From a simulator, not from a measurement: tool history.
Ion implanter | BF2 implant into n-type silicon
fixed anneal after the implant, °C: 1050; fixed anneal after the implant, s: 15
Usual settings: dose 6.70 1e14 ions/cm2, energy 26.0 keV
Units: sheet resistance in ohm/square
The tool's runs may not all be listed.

run   hour  dose  energy  read-back reference wafer on the same gauge, sheet resistance  sheet resistance
  1    0.0  6.70    26.0                                                         185.02            217.77
  2   20.9  6.70    26.0                                                         184.93            216.53
  3   46.7  6.70    26.0                                                         185.23            215.83
  4   74.8  7.24    19.5                                                         184.81            212.41
  5   88.0  6.70    26.0                                                         185.07            217.16
  6  108.7  6.70    26.0                                                         184.98            217.86
  7  142.9  6.70    26.0                                                         184.86            217.99
  8  165.4  6.70    26.0                                                         185.08            215.89
  9  183.0  6.70    30.5                                                         185.10            213.58
 10  211.7  6.70    30.5                                                         185.11            212.79
 11  234.2  6.70    26.0                                                         185.07            218.71
 12  267.5  6.70    26.0                                                         184.94            217.81
     289.8  -- extraction supply calibrated
 13  292.7  6.70    26.0                                                         184.80            218.12
 14  326.8  6.70    26.0                                                         185.23            219.73
     358.5  -- Faraday cup replaced and dose calibrated
 15  359.4  6.70    29.5                                                         184.78            208.30
 16  379.1  6.70    26.0                                                         184.96            212.73
 17  397.6  6.70    26.0                                                         185.42            210.78
 18  417.9  7.79    26.0                                                         185.00            188.81
     445.3  -- gauge calibrated
 19  451.2  6.70    26.0                                                         185.24            212.17
 20  479.1  5.03    32.0                                                         184.64            263.82
 21  495.3  6.70    26.0                                                         185.33            211.30
 22  525.2  5.36    32.5                                                         185.03            249.70
 23  550.7  4.70    31.5                                                         185.17            278.30
 24  568.4  6.70    28.5                                                         185.14            209.10
 25  582.0  5.80    33.5                                                         185.25            232.87
 26  641.6  5.31    26.0                                                         184.92            258.02
 27  691.5  5.15    26.0                                                         184.85            263.86
 28  706.1  6.70    34.0                                                         184.86            206.41
 29  735.8  6.70    26.0                                                         185.20            211.12
 30  750.6  5.54    31.0                                                         185.12            244.75
 31  778.5  5.42    33.5                                                         185.16            247.27
 32  798.2  8.13    23.0                                                         184.98            187.53
 33  814.0  6.70    32.5                                                         184.70            207.85
 34  846.9  5.45    17.5                                                         184.89            265.17
 35  875.4  8.19    18.0                                                         185.08            195.36
 36  900.0  6.70    26.0                                                         185.24            212.81

5 ways to go on from here, each from the tool as it stands after run 36. What would each give?
  A  900.4  6.70    18.5                                                              ?                 ?
  B  900.4  7.54    31.0                                                              ?                 ?
  C  900.4  5.35    26.0                                                              ?                 ?
  D  900.4  7.21    20.0                                                              ?                 ?
  E  900.4  7.27    26.0                                                              ?                 ?

run  read-back reference wafer on the same gauge, sheet resistance  sheet resistance
  A                                                         184.85            224.06
  B                                                         184.85            189.19
  C                                                         184.85            256.22
  D                                                         184.85            209.57
  E                                                         184.85            199.69
Without the tool's hidden state the same runs would have given:
run  sheet resistance
  A            221.28
  B            186.60
  C            252.59
  D            207.02
  E            197.06
